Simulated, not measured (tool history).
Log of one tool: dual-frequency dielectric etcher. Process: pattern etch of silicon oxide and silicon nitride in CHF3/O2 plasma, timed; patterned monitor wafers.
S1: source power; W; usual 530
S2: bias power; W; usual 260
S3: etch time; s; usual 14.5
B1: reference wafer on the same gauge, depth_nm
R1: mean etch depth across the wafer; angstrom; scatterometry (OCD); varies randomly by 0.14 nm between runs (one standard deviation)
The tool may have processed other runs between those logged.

run,hour,S1,S2,S3,B1,R1
1,0,580,260,14.5,26.62,254.8
2,15.7,580,260,14.5,26.55,254.2
3,43,580,260,14.5,26.63,254
4,66.4,530,260,14.5,26.56,241.2
5,98.6,530,260,14.5,26.68,243.3
6,125.8,530,260,14.5,26.57,243.4
7,138,530,260,14.5,26.56,243.5
# hour 161: gauge calibrated
# hour 176.2: upper electrode replaced
8,185.6,530,260,14.5,26.59,245.8
9,207.5,530,222,14.5,26.51,234.6
10,225,530,222,14.5,26.55,233.9
11,258.1,490,209,18.5,26.63,282.4
12,291.5,530,260,14.5,26.59,245.9
13,319.9,530,260,17.5,26.62,300.5
14,352.2,530,260,18.5,26.54,317.9

Run 15 comes next. What will it give?
15,380.2,400,199,16.5,?,?

B1: 26.5
R1: 221 angstrom
With the hidden condition absent and the run-to-run variation left alone, this run would have shown R1 213.5 angstrom.

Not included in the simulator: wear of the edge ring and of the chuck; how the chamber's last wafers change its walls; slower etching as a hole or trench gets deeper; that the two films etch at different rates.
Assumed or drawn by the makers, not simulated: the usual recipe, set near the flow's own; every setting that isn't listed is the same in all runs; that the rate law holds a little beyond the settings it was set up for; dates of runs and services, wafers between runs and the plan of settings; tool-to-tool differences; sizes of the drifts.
